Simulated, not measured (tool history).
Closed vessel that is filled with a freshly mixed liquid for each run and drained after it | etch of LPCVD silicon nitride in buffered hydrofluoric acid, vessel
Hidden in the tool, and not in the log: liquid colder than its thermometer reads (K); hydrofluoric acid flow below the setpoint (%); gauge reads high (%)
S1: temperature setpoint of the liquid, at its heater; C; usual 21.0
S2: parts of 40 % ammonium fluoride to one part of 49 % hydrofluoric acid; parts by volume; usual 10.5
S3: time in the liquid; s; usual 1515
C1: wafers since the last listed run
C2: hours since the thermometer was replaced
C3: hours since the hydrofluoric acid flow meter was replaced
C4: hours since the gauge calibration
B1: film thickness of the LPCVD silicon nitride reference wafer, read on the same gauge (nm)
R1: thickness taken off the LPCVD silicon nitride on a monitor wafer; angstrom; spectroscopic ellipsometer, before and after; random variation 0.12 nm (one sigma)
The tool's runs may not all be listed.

{"run": 1, "hour": 0.0, "S1": 21.0, "S2": 10.5, "S3": 1515, "C1": 0, "C2": 1703.9, "C3": 1062.1, "C4": 1.1, "B1": 69.99, "R1": 129.3}
{"run": 2, "hour": 14.1, "S1": 21.0, "S2": 10.5, "S3": 1515, "C1": 678, "C2": 1718.0, "C3": 1076.2, "C4": 15.2, "B1": 69.99, "R1": 130.8}
{"run": 3, "hour": 27.1, "S1": 18.5, "S2": 10.5, "S3": 1515, "C1": 625, "C2": 1731.0, "C3": 1089.2, "C4": 28.2, "B1": 70.0, "R1": 112.9}
{"run": 4, "hour": 38.8, "S1": 18.5, "S2": 10.5, "S3": 1515, "C1": 562, "C2": 1742.7, "C3": 1100.9, "C4": 39.9, "B1": 70.03, "R1": 111.4}
{"run": 5, "hour": 55.0, "S1": 18.5, "S2": 10.5, "S3": 1515, "C1": 779, "C2": 1758.9, "C3": 1117.1, "C4": 56.1, "B1": 69.98, "R1": 112.2}
{"run": 6, "hour": 71.5, "S1": 21.0, "S2": 10.5, "S3": 1515, "C1": 793, "C2": 1775.4, "C3": 1133.6, "C4": 72.6, "B1": 69.98, "R1": 130.5}
{"run": 7, "hour": 105.2, "S1": 21.0, "S2": 10.5, "S3": 1515, "C1": 1621, "C2": 1809.1, "C3": 1167.3, "C4": 106.3, "B1": 70.01, "R1": 128.2}
{"run": 8, "hour": 119.0, "S1": 21.0, "S2": 10.5, "S3": 1515, "C1": 664, "C2": 1822.9, "C3": 1181.1, "C4": 120.1, "B1": 70.0, "R1": 127.8}
{"run": 9, "hour": 134.9, "S1": 19.5, "S2": 7.0, "S3": 1875, "C1": 765, "C2": 1838.8, "C3": 1197.0, "C4": 136.0, "B1": 69.99, "R1": 212.4}
{"run": 10, "hour": 144.8, "S1": 25.5, "S2": 9.0, "S3": 630, "C1": 476, "C2": 1848.7, "C3": 1206.9, "C4": 145.9, "B1": 70.01, "R1": 79.0}
{"run": 11, "hour": 150.9, "S1": 18.5, "S2": 9.0, "S3": 1980, "C1": 293, "C2": 1854.8, "C3": 1213.0, "C4": 152.0, "B1": 70.04, "R1": 166.2}
{"run": 12, "hour": 166.3, "S1": 21.0, "S2": 10.5, "S3": 1515, "C1": 741, "C2": 1870.2, "C3": 1228.4, "C4": 167.4, "B1": 69.99, "R1": 126.9}
{"run": 13, "hour": 176.9, "S1": 17.0, "S2": 13.0, "S3": 1515, "C1": 510, "C2": 1880.8, "C3": 1239.0, "C4": 178.0, "B1": 69.97, "R1": 83.3}
{"run": 14, "hour": 185.0, "S1": 21.0, "S2": 10.5, "S3": 1515, "C1": 389, "C2": 1888.9, "C3": 1247.1, "C4": 186.1, "B1": 69.99, "R1": 126.4}
{"run": 15, "hour": 192.0, "S1": 17.0, "S2": 10.5, "S3": 1515, "C1": 336, "C2": 1895.9, "C3": 1254.1, "C4": 193.1, "B1": 69.99, "R1": 100.3}
{"run": 16, "hour": 208.1, "S1": 21.0, "S2": 10.5, "S3": 1515, "C1": 774, "C2": 1912.0, "C3": 1270.2, "C4": 209.2, "B1": 69.99, "R1": 127.5}
{"run": 17, "hour": 223.5, "S1": 21.0, "S2": 10.5, "S3": 1515, "C1": 741, "C2": 1927.4, "C3": 1285.6, "C4": 224.6, "B1": 69.99, "R1": 127.5}
{"run": 18, "hour": 231.8, "S1": 21.0, "S2": 10.5, "S3": 1515, "C1": 399, "C2": 1935.7, "C3": 1293.9, "C4": 232.9, "B1": 70.01, "R1": 125.6}
{"run": 19, "hour": 241.8, "S1": 24.0, "S2": 14.0, "S3": 845, "C1": 481, "C2": 1945.7, "C3": 1303.9, "C4": 242.9, "B1": 70.02, "R1": 63.1}
{"run": 20, "hour": 257.0, "S1": 21.0, "S2": 7.0, "S3": 1830, "C1": 731, "C2": 1960.9, "C3": 1319.1, "C4": 258.1, "B1": 69.99, "R1": 223.3}
{"run": 21, "hour": 268.2, "S1": 23.0, "S2": 8.0, "S3": 1955, "C1": 538, "C2": 1972.1, "C3": 1330.3, "C4": 269.3, "B1": 69.97, "R1": 227.9}
{"hour": 273.7, "done": "thermometer replaced"}
{"hour": 275.9, "done": "hydrofluoric acid flow meter replaced"}
{"run": 22, "hour": 279.6, "S1": 19.0, "S2": 12.5, "S3": 2220, "C1": 452, "C2": 5.9, "C3": 3.7, "C4": 280.7, "B1": 69.98, "R1": 172.6}
{"run": 23, "hour": 295.9, "S1": 26.0, "S2": 10.5, "S3": 1240, "C1": 784, "C2": 22.2, "C3": 20.0, "C4": 297.0, "B1": 69.99, "R1": 169.3}
{"run": 24, "hour": 307.9, "S1": 18.5, "S2": 13.0, "S3": 2395, "C1": 577, "C2": 34.2, "C3": 32.0, "C4": 309.0, "B1": 70.0, "R1": 176.8}
{"run": 25, "hour": 316.3, "S1": 21.0, "S2": 10.5, "S3": 1515, "C1": 404, "C2": 42.6, "C3": 40.4, "C4": 317.4, "B1": 70.0, "R1": 155.6}
{"run": 26, "hour": 330.7, "S1": 24.0, "S2": 13.0, "S3": 2115, "C1": 692, "C2": 57.0, "C3": 54.8, "C4": 331.8, "B1": 70.0, "R1": 208.6}
{"run": 27, "hour": 347.5, "S1": 18.0, "S2": 13.5, "S3": 2165, "C1": 808, "C2": 73.8, "C3": 71.6, "C4": 348.6, "B1": 69.99, "R1": 149.1}
{"run": 28, "hour": 365.3, "S1": 24.5, "S2": 10.5, "S3": 885, "C1": 856, "C2": 91.6, "C3": 89.4, "C4": 366.4, "B1": 69.99, "R1": 110.3}
{"run": 29, "hour": 376.9, "S1": 17.5, "S2": 13.0, "S3": 850, "C1": 558, "C2": 103.2, "C3": 101.0, "C4": 378.0, "B1": 70.0, "R1": 58.3}
{"run": 30, "hour": 389.7, "S1": 18.5, "S2": 8.5, "S3": 1975, "C1": 615, "C2": 116.0, "C3": 113.8, "C4": 390.8, "B1": 69.98, "R1": 207.1}
{"run": 31, "hour": 396.9, "S1": 21.0, "S2": 10.5, "S3": 2160, "C1": 346, "C2": 123.2, "C3": 121.0, "C4": 398.0, "B1": 70.02, "R1": 221.2}

5 ways to go on from here, each from the tool as it stands after run 31. What would each give?
{"run": "A", "hour": 398.0, "S1": 23.5, "S2": 10.5, "S3": 1515, "C1": 52, "C2": 124.3, "C3": 122.1, "C4": 399.1, "B1": "?", "R1": "?"}
{"run": "B", "hour": 398.0, "S1": 23.0, "S2": 10.5, "S3": 1515, "C1": 52, "C2": 124.3, "C3": 122.1, "C4": 399.1, "B1": "?", "R1": "?"}
{"run": "C", "hour": 398.0, "S1": 25.0, "S2": 7.5, "S3": 1515, "C1": 52, "C2": 124.3, "C3": 122.1, "C4": 399.1, "B1": "?", "R1": "?"}
{"run": "D", "hour": 398.0, "S1": 17.0, "S2": 10.5, "S3": 730, "C1": 52, "C2": 124.3, "C3": 122.1, "C4": 399.1, "B1": "?", "R1": "?"}
{"run": "E", "hour": 398.0, "S1": 17.5, "S2": 9.0, "S3": 720, "C1": 52, "C2": 124.3, "C3": 122.1, "C4": 399.1, "B1": "?", "R1": "?"}

run=A B1=69.99 R1=178.4
run=B B1=69.99 R1=173.6
run=C B1=69.99 R1=264.0
run=D B1=69.99 R1=59.7
run=E B1=69.99 R1=68.1
Without the tool's hidden state the same runs would have given:
run=A R1=185.1
run=B R1=180.1
run=C R1=274.2
run=D R1=62.0
run=E R1=70.5

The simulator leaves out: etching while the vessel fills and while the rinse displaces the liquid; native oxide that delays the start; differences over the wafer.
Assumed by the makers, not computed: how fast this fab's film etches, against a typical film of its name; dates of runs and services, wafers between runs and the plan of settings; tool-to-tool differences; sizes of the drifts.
